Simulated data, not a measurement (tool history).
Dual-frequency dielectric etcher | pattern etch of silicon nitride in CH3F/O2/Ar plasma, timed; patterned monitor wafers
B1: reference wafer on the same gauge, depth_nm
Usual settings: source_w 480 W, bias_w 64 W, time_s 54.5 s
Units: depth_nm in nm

Run 1, hour 0: usual settings; B1 38.15. Result: depth_nm 39.82 nm.
Run 2, hour 48.1: usual settings; B1 38.07. Result: depth_nm 40.42 nm.
Run 3, hour 82.7: usual settings; B1 38.08. Result: depth_nm 40.5 nm.
Run 4, hour 119.9: usual settings; B1 38.07. Result: depth_nm 40.68 nm.
At hour 153.5: wet clean of the chamber.
Run 5, hour 176.1: usual settings; B1 38.03. Result: depth_nm 37.59 nm.
Run 6, hour 242.8: usual settings; B1 38.15. Result: depth_nm 37.71 nm.
Run 7, hour 310.9: usual settings; B1 38.03. Result: depth_nm 37.91 nm.
Run 8, hour 341.7: usual settings; B1 38.14. Result: depth_nm 38.16 nm.
Run 9, hour 406: usual settings but time_s 63.5 s; B1 38.13. Result: depth_nm 44.15 nm.
Run 10, hour 433.3: usual settings but time_s 63.5 s; B1 38.1. Result: depth_nm 44.4 nm.
Run 11, hour 487.2: usual settings but time_s 63.5 s; B1 38.12. Result: depth_nm 44.61 nm.
At hour 532.3: wet clean of the chamber, repeated, since the last time left the tool worse.
At hour 544.1: upper electrode replaced.
Run 12, hour 544.6: usual settings but time_s 67.5 s; B1 38.07. Result: depth_nm 48.95 nm.
At hour 556.5: gauge calibrated.
Run 13, hour 573.9: usual settings but time_s 41 s; B1 38.13. Result: depth_nm 29.58 nm.
Run 14, hour 755.2: usual settings but source_w 420 W, bias_w 54 W; B1 38.16. Result: depth_nm 36.08 nm.

Forecast run 15:
Run 15, hour 807.1: usual settings; B1 ?. Result: depth_nm ?.

Run 15 gave B1 38.1, depth_nm 39.9 nm.
Without the tool's hidden state the same run would have given depth_nm 39.25 nm.
